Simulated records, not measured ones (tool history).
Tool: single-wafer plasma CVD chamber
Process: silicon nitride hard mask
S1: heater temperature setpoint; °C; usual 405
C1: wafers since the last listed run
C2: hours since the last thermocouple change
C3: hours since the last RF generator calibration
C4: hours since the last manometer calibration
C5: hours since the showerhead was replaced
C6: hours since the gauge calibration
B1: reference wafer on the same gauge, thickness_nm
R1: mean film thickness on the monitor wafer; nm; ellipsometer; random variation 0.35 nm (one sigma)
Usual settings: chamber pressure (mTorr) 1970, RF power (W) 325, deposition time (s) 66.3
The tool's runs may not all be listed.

run 1 hour=0 | S1=405 chamber_pressure_(mTorr)=1970 RF_power_(W)=325 deposition_time_(s)=72.3 | C1=0 C2=1881.9 C3=1643.2 C4=1805.6 C5=4568 C6=142.5 | B1=90.182 | R1=93.257
run 2 hour=17.7 | S1=405 chamber_pressure_(mTorr)=1970 RF_power_(W)=280 deposition_time_(s)=66.3 | C1=381 C2=1899.6 C3=1660.9 C4=1823.3 C5=4585.7 C6=160.2 | B1=90.269 | R1=78.857
run 3 hour=49.3 | S1=405 chamber_pressure_(mTorr)=1970 RF_power_(W)=280 deposition_time_(s)=66.3 | C1=680 C2=1931.2 C3=1692.5 C4=1854.9 C5=4617.3 C6=191.8 | B1=90.041 | R1=78.111
run 4 hour=85 | S1=405 chamber_pressure_(mTorr)=2230 RF_power_(W)=325 deposition_time_(s)=63.6 | C1=768 C2=1966.9 C3=1728.2 C4=1890.6 C5=4653 C6=227.5 | B1=90.033 | R1=85.656
run 5 hour=119.9 | S1=405 chamber_pressure_(mTorr)=2230 RF_power_(W)=325 deposition_time_(s)=63.6 | C1=751 C2=2001.8 C3=1763.1 C4=1925.5 C5=4687.9 C6=262.4 | B1=90.01 | R1=86.088
run 6 hour=146.9 | S1=405 chamber_pressure_(mTorr)=1970 RF_power_(W)=325 deposition_time_(s)=66.3 | C1=581 C2=2028.8 C3=1790.1 C4=1952.5 C5=4714.9 C6=289.4 | B1=90.16 | R1=85.012
run 7 hour=159.7 | S1=405 chamber_pressure_(mTorr)=1970 RF_power_(W)=345 deposition_time_(s)=66.3 | C1=275 C2=2041.6 C3=1802.9 C4=1965.3 C5=4727.7 C6=302.2 | B1=90.023 | R1=87.616
-- hour=168.7 thermocouple changed; heater temperature recalibrated
run 8 hour=182.8 | S1=405 chamber_pressure_(mTorr)=1970 RF_power_(W)=345 deposition_time_(s)=66.3 | C1=325 C2=14.1 C3=1826 C4=1988.4 C5=4750.8 C6=325.3 | B1=89.966 | R1=87.152
run 9 hour=203.4 | S1=405 chamber_pressure_(mTorr)=1970 RF_power_(W)=345 deposition_time_(s)=66.3 | C1=443 C2=34.7 C3=1846.6 C4=2009 C5=4771.4 C6=345.9 | B1=90.032 | R1=87.298
-- hour=216.1 gauge calibrated
run 10 hour=226.7 | S1=405 chamber_pressure_(mTorr)=1970 RF_power_(W)=325 deposition_time_(s)=66.3 | C1=501 C2=58 C3=1869.9 C4=2032.3 C5=4794.7 C6=10.6 | B1=90.87 | R1=85.974
run 11 hour=257.8 | S1=405 chamber_pressure_(mTorr)=1970 RF_power_(W)=325 deposition_time_(s)=66.3 | C1=669 C2=89.1 C3=1901 C4=2063.4 C5=4825.8 C6=41.7 | B1=90.552 | R1=85.026
run 12 hour=272 | S1=405 chamber_pressure_(mTorr)=1580 RF_power_(W)=325 deposition_time_(s)=66.3 | C1=305 C2=103.3 C3=1915.2 C4=2077.6 C5=4840 C6=55.9 | B1=90.335 | R1=75.208
run 13 hour=307.4 | S1=400 chamber_pressure_(mTorr)=1810 RF_power_(W)=360 deposition_time_(s)=58.6 | C1=762 C2=138.7 C3=1950.6 C4=2113 C5=4875.4 C6=91.3 | B1=90.218 | R1=76.114
-- hour=324 capacitance manometer re-zeroed and calibrated
-- hour=332.9 showerhead replaced
run 14 hour=334.4 | S1=405 chamber_pressure_(mTorr)=1660 RF_power_(W)=325 deposition_time_(s)=66.3 | C1=236 C2=165.7 C3=1977.6 C4=10.4 C5=1.5 C6=118.3 | B1=89.937 | R1=77.378
run 15 hour=347.6 | S1=405 chamber_pressure_(mTorr)=1970 RF_power_(W)=325 deposition_time_(s)=66.3 | C1=284 C2=178.9 C3=1990.8 C4=23.6 C5=14.7 C6=131.5 | B1=90.078 | R1=85.332
run 16 hour=370.5 | S1=405 chamber_pressure_(mTorr)=1970 RF_power_(W)=325 deposition_time_(s)=66.3 | C1=493 C2=201.8 C3=2013.7 C4=46.5 C5=37.6 C6=154.4 | B1=89.961 | R1=84.957
-- hour=381.1 RF generator calibrated
run 17 hour=397.7 | S1=396 chamber_pressure_(mTorr)=1970 RF_power_(W)=265 deposition_time_(s)=66.3 | C1=413 C2=229 C3=16.6 C4=73.7 C5=64.8 C6=181.6 | B1=90.049 | R1=76.11
run 18 hour=414.4 | S1=405 chamber_pressure_(mTorr)=1970 RF_power_(W)=305 deposition_time_(s)=66.3 | C1=359 C2=245.7 C3=33.3 C4=90.4 C5=81.5 C6=198.3 | B1=89.803 | R1=81.484
run 19 hour=439.3 | S1=405 chamber_pressure_(mTorr)=1530 RF_power_(W)=290 deposition_time_(s)=66.3 | C1=536 C2=270.6 C3=58.2 C4=115.3 C5=106.4 C6=223.2 | B1=89.73 | R1=69.351
run 20 hour=455.3 | S1=405 chamber_pressure_(mTorr)=1970 RF_power_(W)=305 deposition_time_(s)=66.3 | C1=344 C2=286.6 C3=74.2 C4=131.3 C5=122.4 C6=239.2 | B1=89.582 | R1=81.674
run 21 hour=480.1 | S1=412 chamber_pressure_(mTorr)=1670 RF_power_(W)=325 deposition_time_(s)=74.3 | C1=534 C2=311.4 C3=99 C4=156.1 C5=147.2 C6=264 | B1=89.594 | R1=86.293
run 22 hour=495.3 | S1=405 chamber_pressure_(mTorr)=1970 RF_power_(W)=325 deposition_time_(s)=66.3 | C1=327 C2=326.6 C3=114.2 C4=171.3 C5=162.4 C6=279.2 | B1=89.746 | R1=83.986

Measured less the same run without the tool's hidden state. The same run-to-run variation is in both; the gauge's scatter may not be:
The hidden state here: wafer temperature above the value expected at the setpoint (K); delivered RF power above the setpoint (%); true pressure above the setpoint (%); gauge reads high (%).
run=1 R1=-0.828
run=2 R1=-0.749
run=3 R1=-0.813
run=4 R1=-0.958
run=5 R1=-1.011
run=6 R1=-1.027
run=7 R1=-1.07
run=8 R1=-1.083
run=9 R1=-1.098
run=10 R1=-0.326
run=11 R1=-0.594
run=12 R1=-0.615
run=13 R1=-0.809
run=14 R1=-0.933
run=15 R1=-1.08
run=16 R1=-1.149
run=17 R1=-1.094
run=18 R1=-1.207
run=19 R1=-1.065
run=20 R1=-1.278
run=21 R1=-1.382
run=22 R1=-1.362
